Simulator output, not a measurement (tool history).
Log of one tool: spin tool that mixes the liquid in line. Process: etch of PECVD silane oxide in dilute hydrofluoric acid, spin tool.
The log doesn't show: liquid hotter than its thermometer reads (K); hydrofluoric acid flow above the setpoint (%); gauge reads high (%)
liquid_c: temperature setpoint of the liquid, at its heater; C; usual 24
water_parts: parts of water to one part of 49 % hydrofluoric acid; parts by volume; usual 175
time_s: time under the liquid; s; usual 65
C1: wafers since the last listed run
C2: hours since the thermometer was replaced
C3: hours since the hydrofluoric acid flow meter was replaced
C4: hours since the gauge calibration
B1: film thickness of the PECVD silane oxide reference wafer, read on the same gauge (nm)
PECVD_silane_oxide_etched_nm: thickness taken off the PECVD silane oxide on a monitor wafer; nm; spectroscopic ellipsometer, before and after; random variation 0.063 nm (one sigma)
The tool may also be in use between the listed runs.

run 1 hour=0 | liquid_c=24 water_parts=175 time_s=65 | C1=0 C2=1078.7 C3=1179.6 C4=300.1 | B1=90.01 | PECVD_silane_oxide_etched_nm=7.76
-- hour=46.9 hydrofluoric acid flow meter replaced
run 2 hour=81.1 | liquid_c=24 water_parts=175 time_s=65 | C1=915 C2=1159.8 C3=34.2 C4=381.2 | B1=89.98 | PECVD_silane_oxide_etched_nm=7.87
run 3 hour=337.3 | liquid_c=24 water_parts=175 time_s=65 | C1=2928 C2=1416 C3=290.4 C4=637.4 | B1=90.01 | PECVD_silane_oxide_etched_nm=7.76
run 4 hour=532.1 | liquid_c=28 water_parts=175 time_s=65 | C1=2226 C2=1610.8 C3=485.2 C4=832.2 | B1=89.98 | PECVD_silane_oxide_etched_nm=8.9
run 5 hour=580.3 | liquid_c=28 water_parts=175 time_s=65 | C1=551 C2=1659 C3=533.4 C4=880.4 | B1=89.97 | PECVD_silane_oxide_etched_nm=9.06
run 6 hour=683.4 | liquid_c=24 water_parts=145 time_s=65 | C1=1178 C2=1762.1 C3=636.5 C4=983.5 | B1=90.02 | PECVD_silane_oxide_etched_nm=9.88
run 7 hour=767.2 | liquid_c=24 water_parts=140 time_s=65 | C1=957 C2=1845.9 C3=720.3 C4=1067.3 | B1=89.97 | PECVD_silane_oxide_etched_nm=10.17
run 8 hour=880 | liquid_c=24 water_parts=140 time_s=65 | C1=1289 C2=1958.7 C3=833.1 C4=1180.1 | B1=90 | PECVD_silane_oxide_etched_nm=10.27
-- hour=896.4 thermometer replaced
run 9 hour=919.1 | liquid_c=23 water_parts=175 time_s=65 | C1=435 C2=22.7 C3=872.2 C4=1219.2 | B1=89.99 | PECVD_silane_oxide_etched_nm=7.62
run 10 hour=1019.7 | liquid_c=23 water_parts=175 time_s=65 | C1=1150 C2=123.3 C3=972.8 C4=1319.8 | B1=89.94 | PECVD_silane_oxide_etched_nm=7.57
run 11 hour=1068.5 | liquid_c=27 water_parts=130 time_s=65 | C1=557 C2=172.1 C3=1021.6 C4=1368.6 | B1=90 | PECVD_silane_oxide_etched_nm=12.58
run 12 hour=1139.4 | liquid_c=27 water_parts=130 time_s=65 | C1=810 C2=243 C3=1092.5 C4=1439.5 | B1=89.94 | PECVD_silane_oxide_etched_nm=12.41
run 13 hour=1224.9 | liquid_c=26.5 water_parts=125 time_s=65 | C1=977 C2=328.5 C3=1178 C4=1525 | B1=89.97 | PECVD_silane_oxide_etched_nm=12.86
-- hour=1312.2 gauge calibrated
run 14 hour=1329.8 | liquid_c=27 water_parts=210 time_s=55 | C1=1199 C2=433.4 C3=1282.9 C4=17.6 | B1=90.01 | PECVD_silane_oxide_etched_nm=5.92
-- hour=1510.3 hydrofluoric acid flow meter replaced
run 15 hour=1627.9 | liquid_c=26 water_parts=125 time_s=65 | C1=3396 C2=731.5 C3=117.6 C4=315.7 | B1=89.99 | PECVD_silane_oxide_etched_nm=12.75
run 16 hour=1723.2 | liquid_c=24 water_parts=175 time_s=65 | C1=1089 C2=826.8 C3=212.9 C4=411 | B1=90.02 | PECVD_silane_oxide_etched_nm=7.83
run 17 hour=1778.9 | liquid_c=24 water_parts=175 time_s=40 | C1=636 C2=882.5 C3=268.6 C4=466.7 | B1=89.99 | PECVD_silane_oxide_etched_nm=4.83
run 18 hour=1815.8 | liquid_c=24 water_parts=220 time_s=65 | C1=421 C2=919.4 C3=305.5 C4=503.6 | B1=89.94 | PECVD_silane_oxide_etched_nm=5.95
run 19 hour=2073.4 | liquid_c=20 water_parts=115 time_s=65 | C1=2944 C2=1177 C3=563.1 C4=761.2 | B1=89.97 | PECVD_silane_oxide_etched_nm=10.95
run 20 hour=2138 | liquid_c=28 water_parts=150 time_s=50 | C1=738 C2=1241.6 C3=627.7 C4=825.8 | B1=90.05 | PECVD_silane_oxide_etched_nm=8.35
run 21 hour=2205 | liquid_c=24 water_parts=245 time_s=50 | C1=765 C2=1308.6 C3=694.7 C4=892.8 | B1=89.94 | PECVD_silane_oxide_etched_nm=3.97

How the hidden state differs across the entries between the runs, from the last listed run before each to the first after it:
Between runs 1 and 2: hydrofluoric acid flow meter replaced (hour 46.9)
  no hidden state differs between the two runs
Between runs 8 and 9: thermometer replaced (hour 896.4)
  no hidden state differs between the two runs
Between runs 13 and 14: gauge calibrated (hour 1312.2)
  no hidden state differs between the two runs
Between runs 14 and 15: hydrofluoric acid flow meter replaced (hour 1510.3)
  no hidden state differs between the two runs

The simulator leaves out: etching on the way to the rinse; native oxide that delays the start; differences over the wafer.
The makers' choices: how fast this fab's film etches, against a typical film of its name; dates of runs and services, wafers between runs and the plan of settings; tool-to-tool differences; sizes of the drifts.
